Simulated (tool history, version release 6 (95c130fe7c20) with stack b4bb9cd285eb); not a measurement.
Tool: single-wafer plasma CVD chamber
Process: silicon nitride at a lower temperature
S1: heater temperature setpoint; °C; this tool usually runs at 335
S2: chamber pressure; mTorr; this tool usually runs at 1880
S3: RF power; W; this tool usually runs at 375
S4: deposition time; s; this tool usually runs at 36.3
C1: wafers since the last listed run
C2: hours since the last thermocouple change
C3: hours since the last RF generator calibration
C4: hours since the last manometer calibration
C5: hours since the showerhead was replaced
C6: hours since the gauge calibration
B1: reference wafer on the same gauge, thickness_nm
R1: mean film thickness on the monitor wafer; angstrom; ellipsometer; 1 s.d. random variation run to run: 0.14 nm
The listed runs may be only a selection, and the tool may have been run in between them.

run 1 day=0 | S1=335 S2=1880 S3=375 S4=37.8 | C1=0 C2=255.1 C3=1340.3 C4=760.7 C5=2006.1 C6=275.4 | B1=51.719 | R1=511.61
run 2 day=1.912 | S1=335 S2=1880 S3=375 S4=37.8 | C1=1433 C2=301 C3=1386.2 C4=806.6 C5=2052 C6=321.3 | B1=51.748 | R1=510.26
run 3 day=6.267 | S1=335 S2=1880 S3=375 S4=36.3 | C1=3264 C2=405.5 C3=1490.7 C4=911.1 C5=2156.5 C6=425.8 | B1=51.708 | R1=492.6
run 4 day=8.038 | S1=335 S2=1880 S3=375 S4=36.3 | C1=1327 C2=448 C3=1533.2 C4=953.6 C5=2199 C6=468.3 | B1=51.739 | R1=490.54
run 5 day=11.692 | S1=335 S2=1720 S3=330 S4=36.3 | C1=2739 C2=535.7 C3=1620.9 C4=1041.3 C5=2286.7 C6=556 | B1=51.73 | R1=455.03
run 6 day=21.646 | S1=335 S2=1720 S3=330 S4=36.3 | C1=7463 C2=774.6 C3=1859.8 C4=1280.2 C5=2525.6 C6=794.9 | B1=51.727 | R1=452.9
run 7 day=24.517 | S1=335 S2=1560 S3=375 S4=36.3 | C1=2152 C2=843.5 C3=1928.7 C4=1349.1 C5=2594.5 C6=863.8 | B1=51.713 | R1=456.83
run 8 day=28 | S1=342 S2=1880 S3=390 S4=36.3 | C1=2611 C2=927.1 C3=2012.3 C4=1432.7 C5=2678.1 C6=947.4 | B1=51.724 | R1=495.9
run 9 day=30.425 | S1=335 S2=1880 S3=375 S4=36.3 | C1=1818 C2=985.3 C3=2070.5 C4=1490.9 C5=2736.3 C6=1005.6 | B1=51.71 | R1=488.01
-- day=32.683 RF generator calibrated
run 10 day=33.829 | S1=335 S2=1880 S3=375 S4=36.3 | C1=2302 C2=1067 C3=27.5 C4=1572.6 C5=2818 C6=1087.3 | B1=51.676 | R1=485.9
run 11 day=37.908 | S1=335 S2=1880 S3=375 S4=36.3 | C1=3058 C2=1164.9 C3=125.4 C4=1670.5 C5=2915.9 C6=1185.2 | B1=51.716 | R1=486.8
run 12 day=40.262 | S1=331 S2=2350 S3=335 S4=42.7 | C1=1765 C2=1221.4 C3=181.9 C4=1727 C5=2972.4 C6=1241.7 | B1=51.692 | R1=583.87
run 13 day=44.012 | S1=340 S2=1880 S3=375 S4=39.5 | C1=2811 C2=1311.4 C3=271.9 C4=1817 C5=3062.4 C6=1331.7 | B1=51.675 | R1=525.19
run 14 day=48.142 | S1=335 S2=1880 S3=440 S4=36.3 | C1=3095 C2=1410.5 C3=371 C4=1916.1 C5=3161.5 C6=1430.8 | B1=51.685 | R1=514.91
run 15 day=50.7 | S1=328 S2=2130 S3=445 S4=41.7 | C1=1918 C2=1471.9 C3=432.4 C4=1977.5 C5=3222.9 C6=1492.2 | B1=51.677 | R1=620.05
-- day=51.492 thermocouple changed; heater temperature recalibrated
run 16 day=54.096 | S1=335 S2=1880 S3=375 S4=37.8 | C1=2296 C2=62.5 C3=513.9 C4=2059 C5=3304.4 C6=1573.7 | B1=51.676 | R1=503.24
-- day=56.529 capacitance manometer re-zeroed and calibrated
run 17 day=58.354 | S1=335 S2=1470 S3=330 S4=36.3 | C1=2942 C2=164.7 C3=616.1 C4=43.8 C5=3406.6 C6=1675.9 | B1=51.703 | R1=433.53
-- day=59.321 gauge calibrated
-- day=59.533 showerhead replaced
run 18 day=61.458 | S1=335 S2=1880 S3=440 S4=36.3 | C1=2077 C2=239.2 C3=690.6 C4=118.3 C5=46.2 C6=51.3 | B1=51.712 | R1=527.72
run 19 day=63.571 | S1=330 S2=2270 S3=395 S4=39 | C1=1583 C2=289.9 C3=741.3 C4=169 C5=96.9 C6=102 | B1=51.75 | R1=572.04
run 20 day=68.033 | S1=345 S2=1490 S3=375 S4=36.3 | C1=3345 C2=397 C3=848.4 C4=276.1 C5=204 C6=209.1 | B1=51.711 | R1=454.53
run 21 day=70.354 | S1=335 S2=1880 S3=375 S4=36.3 | C1=1740 C2=452.7 C3=904.1 C4=331.8 C5=259.7 C6=264.8 | B1=51.716 | R1=496.27
run 22 day=74.046 | S1=335 S2=1880 S3=375 S4=36.3 | C1=2767 C2=541.3 C3=992.7 C4=420.4 C5=348.3 C6=353.4 | B1=51.672 | R1=495.3
run 23 day=77.092 | S1=345 S2=1880 S3=375 S4=36.3 | C1=2283 C2=614.4 C3=1065.8 C4=493.5 C5=421.4 C6=426.5 | B1=51.696 | R1=492.15

What if the next run were any one of these 3? Each begins from the tool's condition after run 23:
run A day=77.108 | S1=335 S2=1880 S3=375 S4=36.3 | C1=12 C2=614.8 C3=1066.2 C4=493.9 C5=421.8 C6=426.9 | B1=? | R1=?
run B day=77.108 | S1=321 S2=1880 S3=400 S4=36.3 | C1=12 C2=614.8 C3=1066.2 C4=493.9 C5=421.8 C6=426.9 | B1=? | R1=?
run C day=77.108 | S1=335 S2=2250 S3=375 S4=43.3 | C1=12 C2=614.8 C3=1066.2 C4=493.9 C5=421.8 C6=426.9 | B1=? | R1=?

run=A B1=51.731 R1=493.72
run=B B1=51.731 R1=509.38
run=C B1=51.731 R1=622.25
Take away the tool's hidden state, keep each run's random variation, and the runs would have read:
run=A R1=492.12
run=B R1=507.73
run=C R1=620.36
